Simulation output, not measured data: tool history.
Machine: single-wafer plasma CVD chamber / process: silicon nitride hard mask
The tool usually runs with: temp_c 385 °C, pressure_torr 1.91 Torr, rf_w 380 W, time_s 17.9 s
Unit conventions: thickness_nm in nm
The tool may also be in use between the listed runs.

run	hour	temp_c	pressure_torr	rf_w	time_s	wafers since the last listed run	hours since the last thermocouple change	hours since the last RF generator calibration	hours since the last manometer calibration	hours since the showerhead was replaced	hours since the gauge calibration	read-back reference wafer on the same gauge, thickness_nm	thickness_nm
1	0	385	1.91	380	15.3	0	2305.7	1744.6	1518	3482.7	240.3	24.607	18.814
2	28	385	1.91	380	15.3	418	2333.7	1772.6	1546	3510.7	268.3	24.597	18.804
3	56.1	385	1.91	380	15.3	420	2361.8	1800.7	1574.1	3538.8	296.4	24.6	18.8
4	89	385	1.91	380	17.9	492	2394.7	1833.6	1607	3571.7	329.3	24.602	21.985
5	134.5	385	1.91	380	17.9	680	2440.2	1879.1	1652.5	3617.2	374.8	24.599	21.9
6	152.7	385	1.91	380	19.5	272	2458.4	1897.3	1670.7	3635.4	393	24.602	23.866
7	186.6	385	1.91	380	19.5	507	2492.3	1931.2	1704.6	3669.3	426.9	24.605	23.838
8	199.3	385	1.91	380	19.5	189	2505	1943.9	1717.3	3682	439.6	24.608	23.889
9	223.5	385	1.91	325	20.6	361	2529.2	1968.1	1741.5	3706.2	463.8	24.6	22.076
# hour 224.4: gauge calibrated
# hour 235.5: RF generator calibrated
10	246.9	385	1.91	380	17.9	230	2552.6	11.4	1764.9	3729.6	22.5	24.598	22.727
11	266.9	385	1.91	380	17.9	299	2572.6	31.4	1784.9	3749.6	42.5	24.599	22.718
12	285.8	385	1.91	380	17.9	282	2591.5	50.3	1803.8	3768.5	61.4	24.603	22.741
13	299.4	385	1.91	380	17.9	203	2605.1	63.9	1817.4	3782.1	75	24.596	22.771
14	313.2	397	2.14	380	17.9	206	2618.9	77.7	1831.2	3795.9	88.8	24.607	23.322
15	325.6	385	1.91	380	20.8	185	2631.3	90.1	1843.6	3808.3	101.2	24.614	26.332
16	342.6	385	1.91	380	17.9	254	2648.3	107.1	1860.6	3825.3	118.2	24.608	22.71
17	367.5	371	1.54	420	21.1	372	2673.2	132	1885.5	3850.2	143.1	24.594	27.502
18	395	385	1.91	380	20.9	411	2700.7	159.5	1913	3877.7	170.6	24.598	26.524
# hour 412.4: showerhead replaced
# hour 419.4: capacitance manometer re-zeroed and calibrated
19	430.4	385	1.61	380	17.9	305	2736.1	194.9	11	18	206	24.601	21.456
# hour 453.6: thermocouple changed; heater temperature recalibrated
20	454.1	397	1.62	330	19.1	234	0.5	218.6	34.7	41.7	229.7	24.607	20.373
21	477.1	385	1.91	380	17.9	343	23.5	241.6	57.7	64.7	252.7	24.607	22.425
22	506.1	385	1.91	310	17.9	433	52.5	270.6	86.7	93.7	281.7	24.588	18.983
23	536.2	385	1.91	380	17.9	450	82.6	300.7	116.8	123.8	311.8	24.596	22.448
24	558.2	375	2.26	380	21	329	104.6	322.7	138.8	145.8	333.8	24.602	27.409
25	570.8	385	1.91	380	17.9	188	117.2	335.3	151.4	158.4	346.4	24.598	22.413
26	583.2	385	1.59	380	17.9	185	129.6	347.7	163.8	170.8	358.8	24.61	21.456

Branching from run 26: 5 alternative next runs. What would each branch give?
A	583.6	385	1.91	380	17.9	5	130	348.1	164.2	171.2	359.2	?	?
B	583.6	385	1.91	325	20.4	5	130	348.1	164.2	171.2	359.2	?	?
C	583.6	370	1.56	335	17.9	5	130	348.1	164.2	171.2	359.2	?	?
D	583.6	373	1.43	305	14.5	5	130	348.1	164.2	171.2	359.2	?	?
E	583.6	394	1.91	380	21.3	5	130	348.1	164.2	171.2	359.2	?	?

run	read-back reference wafer on the same gauge, thickness_nm	thickness_nm
A	24.598	22.446
B	24.598	22.511
C	24.598	19.389
D	24.598	14.141
E	24.598	26.607
Stripped of hidden state, with their random variation kept, the same runs would have yielded:
run	thickness_nm
A	22.402
B	22.472
C	19.35
D	14.112
E	26.555
